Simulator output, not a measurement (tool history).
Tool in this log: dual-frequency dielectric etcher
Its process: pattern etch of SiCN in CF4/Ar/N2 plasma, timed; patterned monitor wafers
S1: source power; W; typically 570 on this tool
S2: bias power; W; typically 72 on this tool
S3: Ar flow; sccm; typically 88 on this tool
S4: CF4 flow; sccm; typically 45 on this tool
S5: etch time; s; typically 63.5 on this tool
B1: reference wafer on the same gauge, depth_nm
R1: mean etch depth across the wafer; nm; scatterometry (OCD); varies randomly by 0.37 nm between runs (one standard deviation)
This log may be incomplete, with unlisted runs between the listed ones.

| run | hour | S1 | S2 | S3 | S4 | S5 | B1 | R1 |
|---|---|---|---|---|---|---|---|---|
| 1 | 0.0 | 570 | 72 | 73 | 45 | 63.5 | 64.1 | 66.3 |
| 2 | 99.9 | 570 | 72 | 88 | 45 | 63.5 | 64.0 | 63.6 |
| 3 | 182.8 | 570 | 72 | 88 | 45 | 63.5 | 64.1 | 63.0 |
| 4 | 250.9 | 570 | 72 | 88 | 45 | 63.5 | 64.1 | 63.0 |
|  | 285.0 | upper electrode replaced |
| 5 | 343.1 | 570 | 72 | 88 | 45 | 63.5 | 64.0 | 62.6 |
|  | 382.3 | wet clean of the chamber |
| 6 | 436.8 | 570 | 72 | 88 | 45 | 63.5 | 64.4 | 60.6 |
|  | 508.9 | gauge calibrated |
|  | 509.7 | bias power generator calibrated |
|  | 528.8 | CF4 flow controller replaced |
| 7 | 544.4 | 570 | 72 | 88 | 45 | 63.5 | 64.2 | 60.6 |
| 8 | 639.3 | 510 | 72 | 88 | 45 | 63.5 | 64.2 | 53.5 |
|  | 699.0 | wet clean of the chamber, repeated, since the last time left the tool worse |
| 9 | 745.0 | 570 | 72 | 88 | 45 | 82.0 | 64.2 | 82.4 |
| 10 | 794.3 | 570 | 72 | 88 | 45 | 63.5 | 64.3 | 63.6 |
|  | 810.6 | Ar flow controller replaced |
| 11 | 868.0 | 570 | 77 | 88 | 42 | 63.5 | 64.2 | 64.6 |
|  | 875.2 | source power generator calibrated |
| 12 | 930.9 | 570 | 72 | 88 | 39 | 63.5 | 64.1 | 61.3 |
| 13 | 1000.1 | 570 | 72 | 77 | 45 | 44.5 | 64.1 | 44.7 |
| 14 | 1079.9 | 450 | 65 | 99 | 45 | 47.0 | 64.2 | 34.0 |
| 15 | 1120.7 | 570 | 72 | 88 | 45 | 63.5 | 64.0 | 61.8 |
| 16 | 1190.2 | 500 | 79 | 88 | 50 | 51.0 | 64.0 | 45.7 |
| 17 | 1234.3 | 570 | 72 | 94 | 52 | 63.5 | 63.9 | 62.1 |
|  | 1295.2 | wet clean of the chamber |
| 18 | 1295.7 | 570 | 87 | 106 | 41 | 75.5 | 64.2 | 77.8 |

Forecast run 19:
| 19 | 1390.1 | 570 | 72 | 88 | 45 | 63.5 | ? | ? |

Run 19 measured B1 64.1, R1 63.7 nm.
Without the tool's hidden state the same run would have given R1 64.2 nm.
